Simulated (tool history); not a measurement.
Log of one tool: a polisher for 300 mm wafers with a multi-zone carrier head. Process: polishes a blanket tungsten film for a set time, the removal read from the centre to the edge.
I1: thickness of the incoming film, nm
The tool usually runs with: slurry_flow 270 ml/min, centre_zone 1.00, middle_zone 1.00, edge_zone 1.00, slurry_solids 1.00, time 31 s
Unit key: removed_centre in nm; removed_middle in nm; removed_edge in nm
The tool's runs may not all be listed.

{"run": 1, "hour": 0.0, "slurry_flow": 220, "centre_zone": 0.97, "middle_zone": 1.0, "edge_zone": 1.0, "slurry_solids": 1.0, "time": 31, "I1": 1438.2, "removed_centre": 67.5, "removed_middle": 70.2, "removed_edge": 72.6}
{"run": 2, "hour": 8.5, "slurry_flow": 270, "centre_zone": 1.0, "middle_zone": 1.0, "edge_zone": 1.0, "slurry_solids": 1.0, "time": 31, "I1": 1418.0, "removed_centre": 71.8, "removed_middle": 72.1, "removed_edge": 72.7}
{"run": 3, "hour": 15.1, "slurry_flow": 270, "centre_zone": 1.0, "middle_zone": 1.0, "edge_zone": 1.0, "slurry_solids": 1.0, "time": 31, "I1": 1433.7, "removed_centre": 70.4, "removed_middle": 71.9, "removed_edge": 74.1}
{"run": 4, "hour": 30.5, "slurry_flow": 270, "centre_zone": 0.95, "middle_zone": 1.0, "edge_zone": 1.08, "slurry_solids": 1.0, "time": 31, "I1": 1429.1, "removed_centre": 65.5, "removed_middle": 71.3, "removed_edge": 78.2}
{"run": 5, "hour": 37.7, "slurry_flow": 270, "centre_zone": 1.0, "middle_zone": 1.0, "edge_zone": 1.0, "slurry_solids": 1.0, "time": 31, "I1": 1413.0, "removed_centre": 69.1, "removed_middle": 71.7, "removed_edge": 72.6}
{"hour": 42.1, "done": "slurry nozzle cleaned"}
{"run": 6, "hour": 50.3, "slurry_flow": 270, "centre_zone": 1.1, "middle_zone": 1.0, "edge_zone": 1.0, "slurry_solids": 1.0, "time": 31, "I1": 1428.6, "removed_centre": 84.7, "removed_middle": 75.3, "removed_edge": 76.3}
{"hour": 67.5, "done": "worn pad replaced by a new one"}
{"hour": 68.2, "done": "carrier head's membrane replaced by a new one"}
{"run": 7, "hour": 104.2, "slurry_flow": 270, "centre_zone": 1.0, "middle_zone": 1.04, "edge_zone": 1.05, "slurry_solids": 1.0, "time": 25, "I1": 1393.7, "removed_centre": 61.3, "removed_middle": 63.0, "removed_edge": 62.4}
{"hour": 108.7, "done": "centre zone pressure recalibrated"}
{"run": 8, "hour": 119.4, "slurry_flow": 220, "centre_zone": 0.97, "middle_zone": 1.0, "edge_zone": 1.0, "slurry_solids": 1.0, "time": 31, "I1": 1413.8, "removed_centre": 72.0, "removed_middle": 73.4, "removed_edge": 74.2}
{"run": 9, "hour": 135.9, "slurry_flow": 345, "centre_zone": 1.0, "middle_zone": 1.0, "edge_zone": 1.0, "slurry_solids": 0.8, "time": 31, "I1": 1424.8, "removed_centre": 75.8, "removed_middle": 73.6, "removed_edge": 74.4}
{"run": 10, "hour": 148.8, "slurry_flow": 270, "centre_zone": 1.08, "middle_zone": 1.0, "edge_zone": 0.96, "slurry_solids": 0.75, "time": 36, "I1": 1421.5, "removed_centre": 91.4, "removed_middle": 82.1, "removed_edge": 81.9}
{"run": 11, "hour": 162.8, "slurry_flow": 270, "centre_zone": 1.07, "middle_zone": 1.04, "edge_zone": 0.89, "slurry_solids": 0.7, "time": 31, "I1": 1432.1, "removed_centre": 75.7, "removed_middle": 71.9, "removed_edge": 68.1}
{"run": 12, "hour": 178.8, "slurry_flow": 270, "centre_zone": 1.0, "middle_zone": 1.0, "edge_zone": 1.0, "slurry_solids": 0.8, "time": 31, "I1": 1431.4, "removed_centre": 72.3, "removed_middle": 71.6, "removed_edge": 74.9}
{"hour": 189.4, "done": "worn pad replaced by a new one"}
{"run": 13, "hour": 189.9, "slurry_flow": 270, "centre_zone": 1.0, "middle_zone": 1.0, "edge_zone": 1.0, "slurry_solids": 1.2, "time": 31, "I1": 1439.0, "removed_centre": 79.4, "removed_middle": 79.2, "removed_edge": 79.2}
{"run": 14, "hour": 203.5, "slurry_flow": 270, "centre_zone": 1.0, "middle_zone": 1.0, "edge_zone": 1.05, "slurry_solids": 1.0, "time": 31, "I1": 1427.5, "removed_centre": 76.3, "removed_middle": 76.1, "removed_edge": 77.6}
{"run": 15, "hour": 219.5, "slurry_flow": 240, "centre_zone": 1.0, "middle_zone": 1.0, "edge_zone": 1.0, "slurry_solids": 1.1, "time": 31, "I1": 1412.8, "removed_centre": 76.5, "removed_middle": 76.2, "removed_edge": 78.0}
{"run": 16, "hour": 228.9, "slurry_flow": 270, "centre_zone": 1.0, "middle_zone": 1.04, "edge_zone": 1.0, "slurry_solids": 1.0, "time": 25, "I1": 1414.2, "removed_centre": 59.2, "removed_middle": 63.4, "removed_edge": 62.1}
{"run": 17, "hour": 239.8, "slurry_flow": 270, "centre_zone": 0.92, "middle_zone": 1.0, "edge_zone": 1.0, "slurry_solids": 1.25, "time": 31, "I1": 1431.0, "removed_centre": 74.3, "removed_middle": 78.1, "removed_edge": 79.7}
{"run": 18, "hour": 247.1, "slurry_flow": 270, "centre_zone": 1.0, "middle_zone": 1.07, "edge_zone": 1.0, "slurry_solids": 1.0, "time": 31, "I1": 1418.7, "removed_centre": 74.4, "removed_middle": 79.7, "removed_edge": 76.8}
{"run": 19, "hour": 263.0, "slurry_flow": 310, "centre_zone": 1.0, "middle_zone": 1.0, "edge_zone": 0.95, "slurry_solids": 1.0, "time": 31, "I1": 1441.8, "removed_centre": 75.8, "removed_middle": 75.7, "removed_edge": 75.2}
{"run": 20, "hour": 274.2, "slurry_flow": 270, "centre_zone": 0.95, "middle_zone": 1.0, "edge_zone": 1.0, "slurry_solids": 1.0, "time": 23, "I1": 1448.9, "removed_centre": 51.7, "removed_middle": 55.5, "removed_edge": 56.8}
{"run": 21, "hour": 291.4, "slurry_flow": 270, "centre_zone": 1.0, "middle_zone": 1.0, "edge_zone": 1.0, "slurry_solids": 1.0, "time": 31, "I1": 1426.6, "removed_centre": 73.6, "removed_middle": 74.5, "removed_edge": 75.7}
{"run": 22, "hour": 305.3, "slurry_flow": 270, "centre_zone": 0.92, "middle_zone": 0.96, "edge_zone": 1.0, "slurry_solids": 1.0, "time": 31, "I1": 1415.7, "removed_centre": 67.2, "removed_middle": 71.5, "removed_edge": 75.8}

Table of differences, measured result less the result of that run with no hidden state. Run-to-run variation is the same in both. Gauge scatter possibly is not:
Unlogged tool condition in this case: removal rate lost through wear of the pad, %; slurry flow missing at the pad, %; deviation of the centre zone's pressure from its setpoint, %; deviation of the edge zone's pressure from its setpoint, %.
run=1 removed_centre=-4.5 removed_middle=-4.1 removed_edge=-3.2
run=2 removed_centre=-4.2 removed_middle=-3.7 removed_edge=-2.8
run=3 removed_centre=-4.3 removed_middle=-3.9 removed_edge=-3.1
run=4 removed_centre=-4.5 removed_middle=-4.4 removed_edge=-3.6
run=5 removed_centre=-5.1 removed_middle=-4.6 removed_edge=-3.5
run=6 removed_centre=-0.2 removed_middle=-0.2 removed_edge=-0.1
run=7 removed_centre=-0.3 removed_middle=-0.3 removed_edge=-0.2
run=8 removed_centre=-0.4 removed_middle=-0.4 removed_edge=-0.3
run=9 removed_centre=-0.3 removed_middle=-0.3 removed_edge=-0.2
run=10 removed_centre=-0.6 removed_middle=-0.4 removed_edge=-0.3
run=11 removed_centre=-0.5 removed_middle=-0.4 removed_edge=-0.3
run=12 removed_centre=-0.6 removed_middle=-0.6 removed_edge=-0.5
run=13 removed_centre=-0.8 removed_middle=-0.7 removed_edge=-0.5
run=14 removed_centre=-0.9 removed_middle=-0.8 removed_edge=-0.6
run=15 removed_centre=-1.2 removed_middle=-1.1 removed_edge=-0.8
run=16 removed_centre=-0.9 removed_middle=-0.8 removed_edge=-0.7
run=17 removed_centre=-1.3 removed_middle=-1.1 removed_edge=-0.9
run=18 removed_centre=-1.4 removed_middle=-1.3 removed_edge=-0.9
run=19 removed_centre=-1.4 removed_middle=-1.2 removed_edge=-1.0
run=20 removed_centre=-1.2 removed_middle=-1.1 removed_edge=-0.9
run=21 removed_centre=-2.0 removed_middle=-1.8 removed_edge=-1.3
run=22 removed_centre=-2.0 removed_middle=-2.0 removed_edge=-1.5
